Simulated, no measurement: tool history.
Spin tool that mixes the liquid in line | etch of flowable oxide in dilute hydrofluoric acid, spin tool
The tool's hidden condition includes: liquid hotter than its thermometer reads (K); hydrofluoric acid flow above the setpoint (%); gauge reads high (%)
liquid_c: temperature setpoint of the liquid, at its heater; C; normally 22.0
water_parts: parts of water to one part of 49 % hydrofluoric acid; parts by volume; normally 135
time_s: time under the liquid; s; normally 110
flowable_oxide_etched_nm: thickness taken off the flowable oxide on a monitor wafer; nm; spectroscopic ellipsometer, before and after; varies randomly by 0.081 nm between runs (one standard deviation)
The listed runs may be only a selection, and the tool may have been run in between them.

run,hour,liquid_c,water_parts,time_s,wafers since the last listed run,hours since the thermometer was replaced,hours since the hydrofluoric acid flow meter was replaced,hours since the gauge calibration,"read-back film thickness of the flowable oxide reference wafer, read on the same gauge (nm)",flowable_oxide_etched_nm
1,0.0,22.0,180,110,0,2120.9,2529.9,185.6,139.99,17.67
2,11.7,22.0,180,110,94,2132.6,2541.6,197.3,140.00,17.73
3,20.3,22.0,135,110,69,2141.2,2550.2,205.9,140.04,24.90
4,34.5,22.0,135,110,114,2155.4,2564.4,220.1,140.01,25.13
5,49.9,22.0,135,110,124,2170.8,2579.8,235.5,139.98,24.99
6,61.6,22.0,135,145,94,2182.5,2591.5,247.2,140.02,32.85
7,70.7,22.0,135,110,73,2191.6,2600.6,256.3,139.97,25.05
8,77.6,22.0,135,110,55,2198.5,2607.5,263.2,140.00,25.05
9,84.2,22.0,135,110,53,2205.1,2614.1,269.8,139.96,24.96
10,94.4,22.0,135,110,82,2215.3,2624.3,280.0,139.98,25.05
11,106.7,20.0,135,110,99,2227.6,2636.6,292.3,140.03,22.97
# hour 115.0: hydrofluoric acid flow meter replaced
12,115.5,22.0,135,70,62,2236.4,0.5,301.1,139.99,15.99
# hour 126.5: thermometer replaced
13,128.5,24.5,170,110,96,2.0,13.5,314.1,139.98,19.30
14,141.0,22.0,135,110,100,14.5,26.0,326.6,139.95,22.97
15,160.3,22.0,135,110,155,33.8,45.3,345.9,140.02,22.95
16,177.2,22.0,135,110,136,50.7,62.2,362.8,139.98,23.02
17,192.2,22.0,135,110,121,65.7,77.2,377.8,140.05,22.92
18,202.9,24.0,155,80,86,76.4,87.9,388.5,139.98,15.29
# hour 207.1: gauge calibrated
19,211.9,17.5,135,110,72,85.4,96.9,4.8,139.98,19.14
20,226.9,26.5,165,160,121,100.4,111.9,19.8,140.04,31.57
21,242.4,22.0,135,110,125,115.9,127.4,35.3,140.03,23.05
22,250.8,22.0,80,110,67,124.3,135.8,43.7,139.98,41.28
23,261.0,27.0,100,140,82,134.5,146.0,53.9,139.96,50.32
24,267.3,22.0,135,135,50,140.8,152.3,60.2,139.98,28.22
25,281.5,22.0,135,55,114,155.0,166.5,74.4,139.97,11.48
26,298.8,18.0,75,110,139,172.3,183.8,91.7,140.01,37.62
27,312.3,17.5,135,110,109,185.8,197.3,105.2,139.98,19.34
28,318.4,23.5,90,125,49,191.9,203.4,111.3,140.07,44.16
29,327.9,25.5,170,95,76,201.4,212.9,120.8,139.97,17.42
30,337.6,18.5,135,155,78,211.1,222.6,130.5,140.02,28.38
31,349.4,27.0,100,140,95,222.9,234.4,142.3,140.00,50.23
32,357.2,25.0,75,150,62,230.7,242.2,150.1,140.00,68.95
33,365.9,25.0,170,140,70,239.4,250.9,158.8,139.96,25.15
34,373.1,26.0,75,65,58,246.6,258.1,166.0,140.00,30.98

What was the tool's hidden state at every run in the log?
hydrofluoric acid flow above the setpoint (%): 0 at every run
gauge reads high (%): 0 at every run
H1: liquid hotter than its thermometer reads (K)
run,H1
1,2.5
2,2.52
3,2.53
4,2.54
5,2.56
6,2.58
7,2.59
8,2.59
9,2.6
10,2.61
11,2.63
12,2.64
13,0.33
14,0.344
15,0.367
16,0.386
17,0.404
18,0.416
19,0.426
20,0.444
21,0.462
22,0.472
23,0.483
24,0.491
25,0.507
26,0.527
27,0.543
28,0.55
29,0.561
30,0.572
31,0.586
32,0.595
33,0.605
34,0.614
